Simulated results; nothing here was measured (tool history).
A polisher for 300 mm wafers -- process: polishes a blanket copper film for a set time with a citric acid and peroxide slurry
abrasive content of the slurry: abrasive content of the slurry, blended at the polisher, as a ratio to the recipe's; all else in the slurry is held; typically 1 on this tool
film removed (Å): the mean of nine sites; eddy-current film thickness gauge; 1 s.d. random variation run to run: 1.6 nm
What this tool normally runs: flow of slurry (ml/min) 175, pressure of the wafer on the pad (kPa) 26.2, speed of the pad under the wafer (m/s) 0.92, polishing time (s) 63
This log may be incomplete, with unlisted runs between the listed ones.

run   hour  flow of slurry (ml/min)  pressure of the wafer on the pad (kPa)  speed of the pad under the wafer (m/s)  abrasive content of the slurry  polishing time (s)  wafers since the last listed run  wafers polished on this pad  hours since the slurry nozzle was cleaned  hours since the head pressure was calibrated  hours since the slurry blender was calibrated  incoming thickness of the incoming film, nm  film removed (Å)
  1      0                      175                                    26.2                                    0.92                               1                  63                                 0                          394                                       54.8                                           182                                          235.4                                       1173.5              1491
  2   33.2                      175                                    26.2                                    0.92                               1                  63                               314                          709                                         88                                         215.2                                          268.6                                       1199.2              1487
  3   78.2                      175                                    26.2                                    0.92                               1                  63                               426                         1135                                        133                                         260.2                                          313.6                                       1181.5              1481
  4  121.8                      175                                    26.2                                    0.92                               1                  58                               413                         1549                                      176.6                                         303.8                                          357.2                                         1193              1344
  5  176.8                      175                                    26.2                                    0.92                               1                  63                               521                         2070                                      231.6                                         358.8                                          412.2                                       1186.4              1474
  6  236.8                      175                                    26.2                                    0.92                               1                  63                               568                         2639                                      291.6                                         418.8                                          472.2                                         1187              1453
     273.7  -- head pressure recalibrated
  7  305.5                      175                                    26.2                                    0.92                               1                  63                               632                         3271                                      360.3                                          31.8                                          540.9                                       1193.9              1483
     327.1  -- slurry blender recalibrated
  8  376.8                      175                                    26.2                                    0.92                               1                  63                               656                         3928                                      431.6                                         103.1                                           49.7                                       1203.5              1483
     439.8  -- worn pad replaced by a new one
  9  440.5                      175                                    26.2                                    1.06                               1                  63                               565                            6                                      495.3                                         166.8                                          113.4                                       1175.4              1667
     458.7  -- slurry nozzle cleaned
 10  501.5                      175                                      31                                    0.92                             1.1                  63                               568                          575                                       42.8                                         227.8                                          174.4                                       1187.6              1750
 11  554.1                      130                                    26.2                                    0.92                            1.25                  85                               498                         1074                                       95.4                                         280.4                                            227                                       1191.3              1941
 12  608.1                      175                                    18.6                                    0.92                             0.8                  73                               511                         1585                                      149.4                                         334.4                                            281                                       1197.4              1190
 13  660.6                      175                                      20                                       1                            0.85                  63                               497                         2083                                      201.9                                         386.9                                          333.5                                       1193.1              1201
 14    710                      175                                    26.2                                    0.92                               1                  58                               468                         2551                                      251.3                                         436.3                                          382.9                                       1198.6              1380
 15  737.4                      220                                    32.4                                     0.6                               1                  49                               259                         2811                                      278.7                                         463.7                                          410.3                                       1215.8              1026
     762.8  -- slurry blender recalibrated
 16  774.6                      175                                    34.5                                    0.92                               1                  63                               333                         3145                                      315.9                                         500.9                                           11.8                                       1203.3              1909
     781.5  -- head pressure recalibrated
 17  839.4                      225                                    26.2                                    0.92                               1                  63                               595                         3740                                      380.7                                          57.9                                           76.6                                       1197.2              1564
 18  887.1                      175                                    34.5                                    1.04                             1.1                  63                               452                         4192                                      428.4                                         105.6                                          124.3                                       1189.3              2182

Run 19 is up next; what results do you expect?
     916.9  -- worn pad replaced by a new one
 19  917.4                      175                                    18.6                                    0.92                               1                  57                               249                            4                                      458.7                                         135.9                                          154.6                                       1172.6                 ?

For run 19 the tool returned film removed (Å) 957.
Had the tool carried no hidden state, the very same run would have given film removed (Å) 957.
